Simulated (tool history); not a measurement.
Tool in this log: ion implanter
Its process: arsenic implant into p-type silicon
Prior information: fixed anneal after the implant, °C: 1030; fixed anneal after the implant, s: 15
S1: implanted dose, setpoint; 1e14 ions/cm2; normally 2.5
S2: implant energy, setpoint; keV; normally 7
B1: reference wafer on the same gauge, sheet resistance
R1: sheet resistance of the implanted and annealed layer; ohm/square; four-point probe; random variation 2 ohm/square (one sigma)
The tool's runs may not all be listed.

Run 1, hour 0: usual settings but S1 2.04 1e14 ions/cm2, S2 5.5 keV; B1 342. Result: R1 473.28 ohm/square.
Run 2, hour 25.7: usual settings but S1 2.92 1e14 ions/cm2; B1 341.7. Result: R1 348.44 ohm/square.
At hour 46.6: gauge calibrated.
Run 3, hour 121.3: usual settings but S1 2.92 1e14 ions/cm2; B1 342.55. Result: R1 347.88 ohm/square.
Run 4, hour 143.7: usual settings but S1 2.92 1e14 ions/cm2; B1 342.21. Result: R1 353.36 ohm/square.
Run 5, hour 175.8: usual settings; B1 342.15. Result: R1 396.87 ohm/square.
Run 6, hour 205.9: usual settings; B1 341.77. Result: R1 394.94 ohm/square.
Run 7, hour 222.1: usual settings but S1 2.74 1e14 ions/cm2, S2 8 keV; B1 341.34. Result: R1 365.05 ohm/square.
Run 8, hour 242.7: usual settings but S1 2.83 1e14 ions/cm2; B1 342.06. Result: R1 358.3 ohm/square.
Run 9, hour 275.4: usual settings; B1 341.95. Result: R1 396.24 ohm/square.
Run 10, hour 311: usual settings but S1 1.93 1e14 ions/cm2; B1 342.16. Result: R1 485.49 ohm/square.
Run 11, hour 323.4: usual settings but S1 1.93 1e14 ions/cm2; B1 341.73. Result: R1 484.3 ohm/square.
At hour 348.6: Faraday cup replaced and dose calibrated.
Run 12, hour 349.1: usual settings; B1 341.53. Result: R1 393.85 ohm/square.
At hour 369: extraction supply calibrated.
Run 13, hour 370.8: usual settings; B1 341.42. Result: R1 399.19 ohm/square.
Run 14, hour 405.3: usual settings; B1 342.05. Result: R1 396.34 ohm/square.
Run 15, hour 437.7: usual settings but S1 2.97 1e14 ions/cm2, S2 8 keV; B1 342.02. Result: R1 340.66 ohm/square.
Run 16, hour 465.7: usual settings but S1 2.98 1e14 ions/cm2, S2 5.5 keV; B1 342.31. Result: R1 348.07 ohm/square.
Run 17, hour 477.8: usual settings but S1 2.83 1e14 ions/cm2, S2 8.5 keV; B1 341.2. Result: R1 352.87 ohm/square.
At hour 488.9: gauge calibrated.
Run 18, hour 489.8: usual settings but S1 2.85 1e14 ions/cm2, S2 5.5 keV; B1 342.14. Result: R1 361.11 ohm/square.
Run 19, hour 523.9: usual settings; B1 342.06. Result: R1 392.1 ohm/square.
Run 20, hour 539: usual settings but S1 2.02 1e14 ions/cm2, S2 8.5 keV; B1 342.07. Result: R1 458.14 ohm/square.
Run 21, hour 553.3: usual settings but S1 2.72 1e14 ions/cm2, S2 8.5 keV; B1 341.86. Result: R1 365.62 ohm/square.
Run 22, hour 585.5: usual settings but S1 1.79 1e14 ions/cm2, S2 9.5 keV; B1 342.07. Result: R1 500.62 ohm/square.
Run 23, hour 598.1: usual settings; B1 341.82. Result: R1 393.88 ohm/square.
Run 24, hour 631.7: usual settings but S2 8 keV; B1 341.78. Result: R1 392.18 ohm/square.
Run 25, hour 651.5: usual settings; B1 342.08. Result: R1 397.63 ohm/square.
Run 26, hour 678.9: usual settings but S1 1.78 1e14 ions/cm2, S2 5 keV; B1 341.95. Result: R1 532.74 ohm/square.
Run 27, hour 692.8: usual settings; B1 341.85. Result: R1 393.16 ohm/square.

Predict the results of run 28:
Run 28, hour 722.1: usual settings but S1 2 1e14 ions/cm2, S2 8 keV; B1 ?. Result: R1 ?.

B1: 341.74
R1: 466.7 ohm/square
Take away the tool's hidden state, keep the run-to-run variation as it was, and the same run would have given R1 466.7 ohm/square.
